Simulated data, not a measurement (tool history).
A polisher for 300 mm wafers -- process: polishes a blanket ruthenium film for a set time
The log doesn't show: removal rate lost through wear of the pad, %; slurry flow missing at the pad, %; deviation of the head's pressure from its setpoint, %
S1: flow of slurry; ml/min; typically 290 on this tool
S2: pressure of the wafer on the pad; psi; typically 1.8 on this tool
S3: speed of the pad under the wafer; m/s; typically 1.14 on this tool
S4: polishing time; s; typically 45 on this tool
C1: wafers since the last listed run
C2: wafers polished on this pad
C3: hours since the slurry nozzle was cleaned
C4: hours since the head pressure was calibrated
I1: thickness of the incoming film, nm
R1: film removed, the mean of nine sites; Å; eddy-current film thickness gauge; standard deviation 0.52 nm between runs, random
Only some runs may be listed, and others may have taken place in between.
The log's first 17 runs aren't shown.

| run | day | S1 | S2 | S3 | S4 | C1 | C2 | C3 | C4 | I1 | R1 |
|---|---|---|---|---|---|---|---|---|---|---|---|
|  | 17.358 | worn pad replaced by a new one |
| 18 | 17.412 | 290 | 1.8 | 1.14 | 45 | 195 | 13 | 217.4 | 1081.5 | 435.2 | 572 |
| 19 | 18.762 | 200 | 2.0 | 0.90 | 31 | 346 | 359 | 249.8 | 1113.9 | 434.1 | 373 |
| 20 | 20.062 | 290 | 1.8 | 0.84 | 45 | 333 | 693 | 281.0 | 1145.1 | 447.6 | 489 |
| 21 | 20.783 | 290 | 1.8 | 1.14 | 45 | 185 | 878 | 298.3 | 1162.4 | 442.4 | 585 |
|  | 20.971 | slurry nozzle cleaned |
| 22 | 22.517 | 240 | 1.8 | 1.14 | 45 | 434 | 1312 | 37.1 | 1204.0 | 448.9 | 579 |
| 23 | 23.729 | 235 | 1.5 | 1.40 | 40 | 311 | 1624 | 66.2 | 1233.1 | 432.8 | 489 |
|  | 24.179 | head pressure recalibrated |
| 24 | 26.504 | 255 | 1.3 | 0.78 | 49 | 690 | 2314 | 132.8 | 55.8 | 437.6 | 389 |
| 25 | 27.029 | 290 | 1.8 | 1.14 | 45 | 134 | 2449 | 145.4 | 68.4 | 441.1 | 612 |
|  | 27.558 | worn pad replaced by a new one |
| 26 | 27.929 | 260 | 2.4 | 1.14 | 45 | 188 | 94 | 167.0 | 90.0 | 442.5 | 778 |
| 27 | 29.242 | 290 | 2.1 | 1.14 | 52 | 336 | 431 | 198.5 | 121.5 | 438.5 | 810 |
| 28 | 30.667 | 290 | 1.8 | 1.40 | 45 | 365 | 797 | 232.7 | 155.7 | 440.3 | 703 |
|  | 31.312 | head pressure recalibrated, repeated, since the last time left the tool worse |
| 29 | 32.075 | 290 | 2.1 | 1.14 | 52 | 340 | 1137 | 266.5 | 18.3 | 447.8 | 724 |
| 30 | 33.167 | 260 | 1.8 | 1.14 | 45 | 280 | 1417 | 292.7 | 44.5 | 448.3 | 550 |
| 31 | 33.708 | 290 | 1.8 | 1.14 | 51 | 139 | 1556 | 305.7 | 57.5 | 440.6 | 621 |
| 32 | 34.854 | 290 | 2.2 | 1.14 | 58 | 294 | 1850 | 333.2 | 85.0 | 436.4 | 855 |
| 33 | 35.712 | 290 | 1.8 | 1.14 | 45 | 220 | 2071 | 353.8 | 105.6 | 442.3 | 550 |
|  | 37.079 | worn pad replaced by a new one |
| 34 | 37.142 | 345 | 1.4 | 1.14 | 53 | 324 | 16 | 388.1 | 139.9 | 443.9 | 522 |
|  | 37.250 | slurry nozzle cleaned |
| 35 | 37.879 | 370 | 1.8 | 1.14 | 29 | 178 | 194 | 15.1 | 157.6 | 436.4 | 368 |
| 36 | 39.204 | 260 | 1.8 | 1.24 | 50 | 340 | 535 | 46.9 | 189.4 | 439.1 | 635 |
| 37 | 39.908 | 290 | 2.1 | 1.54 | 61 | 180 | 715 | 63.8 | 206.3 | 441.8 | 1052 |
| 38 | 40.692 | 385 | 1.8 | 1.46 | 38 | 201 | 916 | 82.6 | 225.1 | 434.9 | 557 |

Each row is a separate what-if for the run after 38, all from the same tool condition, not one after another. Results?
| A | 40.708 | 290 | 1.8 | 0.88 | 45 | 4 | 921 | 83.0 | 225.5 | 445.0 | ? |
| B | 40.708 | 240 | 1.8 | 0.94 | 45 | 4 | 921 | 83.0 | 225.5 | 445.0 | ? |
| C | 40.708 | 290 | 2.0 | 1.14 | 32 | 4 | 921 | 83.0 | 225.5 | 445.0 | ? |

| run | R1 |
|---|---|
| A | 480 |
| B | 488 |
| C | 435 |
With no hidden state in the tool, these same runs would have given:
| run | R1 |
|---|---|
| A | 476 |
| B | 485 |
| C | 432 |
